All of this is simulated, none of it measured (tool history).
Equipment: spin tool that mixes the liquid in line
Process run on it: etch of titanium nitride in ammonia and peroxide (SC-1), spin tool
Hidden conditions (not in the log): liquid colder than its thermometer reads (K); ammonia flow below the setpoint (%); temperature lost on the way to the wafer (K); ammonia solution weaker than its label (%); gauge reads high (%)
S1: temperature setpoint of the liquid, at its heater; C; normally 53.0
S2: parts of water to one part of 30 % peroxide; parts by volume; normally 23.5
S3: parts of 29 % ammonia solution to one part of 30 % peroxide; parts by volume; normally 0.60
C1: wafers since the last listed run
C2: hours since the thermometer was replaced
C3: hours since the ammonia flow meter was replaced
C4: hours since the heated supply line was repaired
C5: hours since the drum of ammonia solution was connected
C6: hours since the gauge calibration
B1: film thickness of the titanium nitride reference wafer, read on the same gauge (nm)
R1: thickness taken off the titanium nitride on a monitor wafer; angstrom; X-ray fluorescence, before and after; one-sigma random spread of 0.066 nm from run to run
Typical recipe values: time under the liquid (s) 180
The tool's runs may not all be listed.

Run 1, hour 0.0: usual settings; C1 0; C2 533.1; C3 549.5; C4 3334.1; C5 297.6; C6 235.4; B1 100.39. Result: R1 97.9 angstrom.
Run 2, hour 99.6: usual settings; C1 647; C2 632.7; C3 649.1; C4 3433.7; C5 397.2; C6 335.0; B1 100.30. Result: R1 97.1 angstrom.
At hour 148.7: ammonia flow meter replaced.
Run 3, hour 154.9: usual settings but S3 0.70 parts by volume; C1 352; C2 688.0; C3 6.2; C4 3489.0; C5 452.5; C6 390.3; B1 100.27. Result: R1 98.8 angstrom.
Run 4, hour 218.7: usual settings but S2 33.0 parts by volume, S3 0.50 parts by volume, time under the liquid (s) 270; C1 414; C2 751.8; C3 70.0; C4 3552.8; C5 516.3; C6 454.1; B1 100.24. Result: R1 115.6 angstrom.
At hour 255.9: thermometer replaced.
Run 5, hour 286.7: usual settings but S1 56.5 C, S2 12.5 parts by volume, S3 0.75 parts by volume, time under the liquid (s) 240; C1 435; C2 30.8; C3 138.0; C4 3620.8; C5 584.3; C6 522.1; B1 100.21. Result: R1 240.7 angstrom.
Run 6, hour 323.1: usual settings but S1 47.5 C, S2 34.0 parts by volume; C1 236; C2 67.2; C3 174.4; C4 3657.2; C5 620.7; C6 558.5; B1 100.11. Result: R1 53.9 angstrom.
Run 7, hour 370.6: usual settings; C1 308; C2 114.7; C3 221.9; C4 3704.7; C5 668.2; C6 606.0; B1 100.15. Result: R1 95.7 angstrom.
At hour 371.9: heated supply line repaired.
Run 8, hour 432.3: usual settings but S3 0.80 parts by volume, time under the liquid (s) 230; C1 394; C2 176.4; C3 283.6; C4 60.4; C5 729.9; C6 667.7; B1 100.12. Result: R1 131.1 angstrom.
Run 9, hour 486.9: usual settings; C1 354; C2 231.0; C3 338.2; C4 115.0; C5 784.5; C6 722.3; B1 100.05. Result: R1 96.9 angstrom.
Run 10, hour 567.3: usual settings but S2 18.0 parts by volume, S3 0.70 parts by volume; C1 522; C2 311.4; C3 418.6; C4 195.4; C5 864.9; C6 802.7; B1 99.93. Result: R1 116.1 angstrom.
At hour 754.5: ammonia flow meter replaced.
Run 11, hour 815.6: usual settings; C1 1607; C2 559.7; C3 61.1; C4 443.7; C5 1113.2; C6 1051.0; B1 99.62. Result: R1 97.5 angstrom.
Run 12, hour 864.6: usual settings but S1 47.5 C, S2 20.5 parts by volume, S3 0.50 parts by volume; C1 318; C2 608.7; C3 110.1; C4 492.7; C5 1162.2; C6 1100.0; B1 99.58. Result: R1 69.3 angstrom.
Run 13, hour 926.4: usual settings but S2 14.0 parts by volume, time under the liquid (s) 250; C1 401; C2 670.5; C3 171.9; C4 554.5; C5 1224.0; C6 1161.8; B1 99.46. Result: R1 177.1 angstrom.
At hour 977.7: new drum of ammonia solution connected.
Run 14, hour 1004.8: usual settings but S1 45.5 C, time under the liquid (s) 240; C1 503; C2 748.9; C3 250.3; C4 632.9; C5 27.1; C6 1240.2; B1 99.30. Result: R1 74.9 angstrom.
At hour 1038.6: thermometer replaced.
Run 15, hour 1067.6: usual settings but S2 26.5 parts by volume, S3 0.35 parts by volume; C1 401; C2 29.0; C3 313.1; C4 695.7; C5 89.9; C6 1303.0; B1 99.19. Result: R1 81.1 angstrom.
Run 16, hour 1141.2: usual settings; C1 478; C2 102.6; C3 386.7; C4 769.3; C5 163.5; C6 1376.6; B1 99.05. Result: R1 96.4 angstrom.
Run 17, hour 1239.2: usual settings; C1 637; C2 200.6; C3 484.7; C4 867.3; C5 261.5; C6 1474.6; B1 98.86. Result: R1 96.9 angstrom.
Run 18, hour 1276.6: usual settings but S2 14.5 parts by volume; C1 243; C2 238.0; C3 522.1; C4 904.7; C5 298.9; C6 1512.0; B1 98.82. Result: R1 123.2 angstrom.
Run 19, hour 1339.3: usual settings; C1 407; C2 300.7; C3 584.8; C4 967.4; C5 361.6; C6 1574.7; B1 98.64. Result: R1 94.8 angstrom.
At hour 1445.2: ammonia flow meter replaced.
Run 20, hour 1551.2: usual settings but S2 26.5 parts by volume, S3 0.40 parts by volume, time under the liquid (s) 85; C1 1371; C2 512.6; C3 106.0; C4 1179.3; C5 573.5; C6 1786.6; B1 98.15. Result: R1 39.0 angstrom.
Run 21, hour 1600.0: usual settings; C1 317; C2 561.4; C3 154.8; C4 1228.1; C5 622.3; C6 1835.4; B1 98.08. Result: R1 95.5 angstrom.
Run 22, hour 1648.8: usual settings but S2 14.0 parts by volume, time under the liquid (s) 250; C1 317; C2 610.2; C3 203.6; C4 1276.9; C5 671.1; C6 1884.2; B1 97.92. Result: R1 174.7 angstrom.
Run 23, hour 1717.7: usual settings but S1 58.0 C, time under the liquid (s) 150; C1 447; C2 679.1; C3 272.5; C4 1345.8; C5 740.0; C6 1953.1; B1 97.74. Result: R1 110.6 angstrom.
Run 24, hour 1786.0: usual settings but S1 45.5 C, S2 15.0 parts by volume, S3 0.50 parts by volume; C1 444; C2 747.4; C3 340.8; C4 1414.1; C5 808.3; C6 2021.4; B1 97.52. Result: R1 70.1 angstrom.

For each entry between runs, how does the tool's hidden state at the last listed run before it compare with that at the first listed run after it?
Between runs 2 and 3: ammonia flow meter replaced (hour 148.7)
  gauge reads high (%): 0.3 -> 0.272
  the result without the hidden state subtracted from the measured one, R1: +0.3 -> +0.3 angstrom
Between runs 4 and 5: thermometer replaced (hour 255.9)
  gauge reads high (%): 0.235 -> 0.189
  the result without the hidden state subtracted from the measured one, R1: +0.3 -> +0.5 angstrom
Between runs 7 and 8: heated supply line repaired (hour 371.9)
  gauge reads high (%): 0.124 -> 0.0696
  the result without the hidden state subtracted from the measured one, R1: +0.1 -> +0.1 angstrom
Between runs 10 and 11: ammonia flow meter replaced (hour 754.5)
  gauge reads high (%): -0.0674 -> -0.385
  the result without the hidden state subtracted from the measured one, R1: -0.1 -> -0.4 angstrom
Between runs 13 and 14: new drum of ammonia solution connected (hour 977.7)
  gauge reads high (%): -0.555 -> -0.685
  the result without the hidden state subtracted from the measured one, R1: -1.0 -> -0.5 angstrom
Between runs 14 and 15: thermometer replaced (hour 1038.6)
  gauge reads high (%): -0.685 -> -0.795
  the result without the hidden state subtracted from the measured one, R1: -0.5 -> -0.6 angstrom
Between runs 19 and 20: ammonia flow meter replaced (hour 1445.2)
  gauge reads high (%): -1.33 -> -1.83
  the result without the hidden state subtracted from the measured one, R1: -1.2 -> -0.7 angstrom
